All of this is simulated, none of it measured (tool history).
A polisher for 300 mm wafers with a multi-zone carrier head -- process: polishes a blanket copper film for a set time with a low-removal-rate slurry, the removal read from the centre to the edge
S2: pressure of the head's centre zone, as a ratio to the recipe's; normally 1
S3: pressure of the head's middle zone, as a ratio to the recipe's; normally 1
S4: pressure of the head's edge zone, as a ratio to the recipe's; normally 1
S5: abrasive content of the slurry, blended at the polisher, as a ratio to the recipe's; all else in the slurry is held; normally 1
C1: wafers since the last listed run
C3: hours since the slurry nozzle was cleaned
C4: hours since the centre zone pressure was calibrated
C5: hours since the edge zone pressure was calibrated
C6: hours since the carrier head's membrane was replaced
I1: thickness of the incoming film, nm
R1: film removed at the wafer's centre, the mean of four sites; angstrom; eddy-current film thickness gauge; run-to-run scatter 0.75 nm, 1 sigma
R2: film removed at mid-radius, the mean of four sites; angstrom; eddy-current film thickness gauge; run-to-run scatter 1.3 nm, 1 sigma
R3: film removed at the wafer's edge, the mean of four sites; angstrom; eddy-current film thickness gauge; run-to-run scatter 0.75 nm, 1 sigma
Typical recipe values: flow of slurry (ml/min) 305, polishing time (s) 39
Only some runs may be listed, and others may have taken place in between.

{"run": 1, "hour": 0.0, "flow of slurry (ml/min)": 305, "S2": 1, "S3": 0.88, "S4": 1, "S5": 1, "polishing time (s)": 46, "C1": 0, "wafers polished on this pad": 1136, "C3": 0.5, "C4": 910.6, "C5": 800.6, "C6": 1211.3, "I1": 1426.1, "R1": 1361, "R2": 1244, "R3": 1381}
{"run": 2, "hour": 7.5, "flow of slurry (ml/min)": 305, "S2": 1, "S3": 1, "S4": 1.08, "S5": 1, "polishing time (s)": 30, "C1": 101, "wafers polished on this pad": 1238, "C3": 8, "C4": 918.1, "C5": 808.1, "C6": 1218.8, "I1": 1369.3, "R1": 879, "R2": 880, "R3": 943}
{"run": 3, "hour": 21.4, "flow of slurry (ml/min)": 305, "S2": 1, "S3": 1, "S4": 1, "S5": 1, "polishing time (s)": 39, "C1": 188, "wafers polished on this pad": 1427, "C3": 21.9, "C4": 932, "C5": 822, "C6": 1232.7, "I1": 1383.5, "R1": 1156, "R2": 1152, "R3": 1176}
{"hour": 28.9, "done": "worn pad replaced by a new one"}
{"run": 4, "hour": 37.7, "flow of slurry (ml/min)": 275, "S2": 1.09, "S3": 1.06, "S4": 0.93, "S5": 1, "polishing time (s)": 39, "C1": 167, "wafers polished on this pad": 119, "C3": 38.2, "C4": 948.3, "C5": 838.3, "C6": 1249, "I1": 1405.1, "R1": 1240, "R2": 1208, "R3": 1125}
{"run": 5, "hour": 52.1, "flow of slurry (ml/min)": 200, "S2": 1, "S3": 0.91, "S4": 1, "S5": 0.75, "polishing time (s)": 49, "C1": 195, "wafers polished on this pad": 315, "C3": 52.6, "C4": 962.7, "C5": 852.7, "C6": 1263.4, "I1": 1416.9, "R1": 1240, "R2": 1124, "R3": 1291}
{"hour": 66.5, "done": "carrier head's membrane replaced by a new one"}
{"run": 6, "hour": 67.0, "flow of slurry (ml/min)": 305, "S2": 1, "S3": 1, "S4": 1, "S5": 1, "polishing time (s)": 39, "C1": 134, "wafers polished on this pad": 449, "C3": 67.5, "C4": 977.6, "C5": 867.6, "C6": 0.5, "I1": 1412.1, "R1": 1158, "R2": 1131, "R3": 1186}
{"hour": 70.6, "done": "edge zone pressure recalibrated"}
{"run": 7, "hour": 74.5, "flow of slurry (ml/min)": 305, "S2": 1, "S3": 0.92, "S4": 1, "S5": 1, "polishing time (s)": 39, "C1": 74, "wafers polished on this pad": 524, "C3": 75, "C4": 985.1, "C5": 3.9, "C6": 8, "I1": 1377.2, "R1": 1153, "R2": 1056, "R3": 1172}
{"run": 8, "hour": 85.6, "flow of slurry (ml/min)": 305, "S2": 1, "S3": 1, "S4": 1, "S5": 1, "polishing time (s)": 31, "C1": 150, "wafers polished on this pad": 675, "C3": 86.1, "C4": 996.2, "C5": 15, "C6": 19.1, "I1": 1430.6, "R1": 922, "R2": 909, "R3": 931}
{"run": 9, "hour": 95.2, "flow of slurry (ml/min)": 305, "S2": 1, "S3": 1, "S4": 1, "S5": 1, "polishing time (s)": 39, "C1": 130, "wafers polished on this pad": 805, "C3": 95.7, "C4": 1005.8, "C5": 24.6, "C6": 28.7, "I1": 1402.2, "R1": 1160, "R2": 1148, "R3": 1179}
{"run": 10, "hour": 109.5, "flow of slurry (ml/min)": 305, "S2": 1, "S3": 0.95, "S4": 1.03, "S5": 1, "polishing time (s)": 39, "C1": 194, "wafers polished on this pad": 1000, "C3": 110, "C4": 1020.1, "C5": 38.9, "C6": 43, "I1": 1426.7, "R1": 1169, "R2": 1105, "R3": 1198}
{"run": 11, "hour": 122.5, "flow of slurry (ml/min)": 245, "S2": 1, "S3": 1, "S4": 1.07, "S5": 1.3, "polishing time (s)": 51, "C1": 176, "wafers polished on this pad": 1176, "C3": 123, "C4": 1033.1, "C5": 51.9, "C6": 56, "I1": 1402.4, "R1": 1635, "R2": 1630, "R3": 1700}
{"run": 12, "hour": 132.6, "flow of slurry (ml/min)": 305, "S2": 1, "S3": 1.08, "S4": 0.9, "S5": 1, "polishing time (s)": 39, "C1": 137, "wafers polished on this pad": 1314, "C3": 133.1, "C4": 1043.2, "C5": 62, "C6": 66.1, "I1": 1397, "R1": 1162, "R2": 1223, "R3": 1105}
{"hour": 146.8, "done": "centre zone pressure recalibrated"}
{"run": 13, "hour": 147.3, "flow of slurry (ml/min)": 305, "S2": 1, "S3": 1, "S4": 1, "S5": 1, "polishing time (s)": 51, "C1": 172, "wafers polished on this pad": 1486, "C3": 147.8, "C4": 0.5, "C5": 76.7, "C6": 80.8, "I1": 1422.7, "R1": 1532, "R2": 1517, "R3": 1519}
{"hour": 154.9, "done": "worn pad replaced by a new one"}
{"run": 14, "hour": 194.1, "flow of slurry (ml/min)": 375, "S2": 1.09, "S3": 1, "S4": 1, "S5": 0.9, "polishing time (s)": 45, "C1": 581, "wafers polished on this pad": 532, "C3": 194.6, "C4": 47.3, "C5": 123.5, "C6": 127.6, "I1": 1406.1, "R1": 1419, "R2": 1296, "R3": 1326}
{"run": 15, "hour": 209.0, "flow of slurry (ml/min)": 305, "S2": 1, "S3": 0.94, "S4": 1, "S5": 1, "polishing time (s)": 39, "C1": 202, "wafers polished on this pad": 734, "C3": 209.5, "C4": 62.2, "C5": 138.4, "C6": 142.5, "I1": 1407.3, "R1": 1174, "R2": 1102, "R3": 1175}
{"run": 16, "hour": 220.0, "flow of slurry (ml/min)": 305, "S2": 1, "S3": 1, "S4": 1, "S5": 1, "polishing time (s)": 39, "C1": 149, "wafers polished on this pad": 884, "C3": 220.5, "C4": 73.2, "C5": 149.4, "C6": 153.5, "I1": 1396.3, "R1": 1160, "R2": 1164, "R3": 1178}
{"run": 17, "hour": 229.3, "flow of slurry (ml/min)": 305, "S2": 1, "S3": 0.92, "S4": 0.9, "S5": 1.1, "polishing time (s)": 39, "C1": 126, "wafers polished on this pad": 1010, "C3": 229.8, "C4": 82.5, "C5": 158.7, "C6": 162.8, "I1": 1422.9, "R1": 1196, "R2": 1130, "R3": 1155}
{"run": 18, "hour": 238.8, "flow of slurry (ml/min)": 305, "S2": 1, "S3": 1.09, "S4": 1, "S5": 0.8, "polishing time (s)": 27, "C1": 129, "wafers polished on this pad": 1139, "C3": 239.3, "C4": 92, "C5": 168.2, "C6": 172.3, "I1": 1413.7, "R1": 740, "R2": 800, "R3": 745}
{"run": 19, "hour": 251.2, "flow of slurry (ml/min)": 305, "S2": 1, "S3": 1, "S4": 0.89, "S5": 1, "polishing time (s)": 35, "C1": 168, "wafers polished on this pad": 1308, "C3": 251.7, "C4": 104.4, "C5": 180.6, "C6": 184.7, "I1": 1404.5, "R1": 1042, "R2": 1054, "R3": 989}
{"hour": 252.9, "done": "slurry nozzle cleaned"}
{"hour": 258.4, "done": "worn pad replaced by a new one"}
{"run": 20, "hour": 263.4, "flow of slurry (ml/min)": 395, "S2": 0.92, "S3": 1, "S4": 1, "S5": 1, "polishing time (s)": 47, "C1": 97, "wafers polished on this pad": 68, "C3": 10.5, "C4": 116.6, "C5": 192.8, "C6": 196.9, "I1": 1392.1, "R1": 1310, "R2": 1412, "R3": 1441}
{"run": 21, "hour": 274.7, "flow of slurry (ml/min)": 275, "S2": 1.11, "S3": 1, "S4": 1, "S5": 0.75, "polishing time (s)": 34, "C1": 153, "wafers polished on this pad": 221, "C3": 21.8, "C4": 127.9, "C5": 204.1, "C6": 208.2, "I1": 1413.2, "R1": 983, "R2": 901, "R3": 906}

What was the tool's hidden state at every run in the log?
removal rate lost through wear of the pad, %: 0 across all the runs
slurry flow missing at the pad, %: 0 across all the runs
deviation of the centre zone's pressure from its setpoint, %: 0 across all the runs
deviation of the edge zone's pressure from its setpoint, %: 0 across all the runs
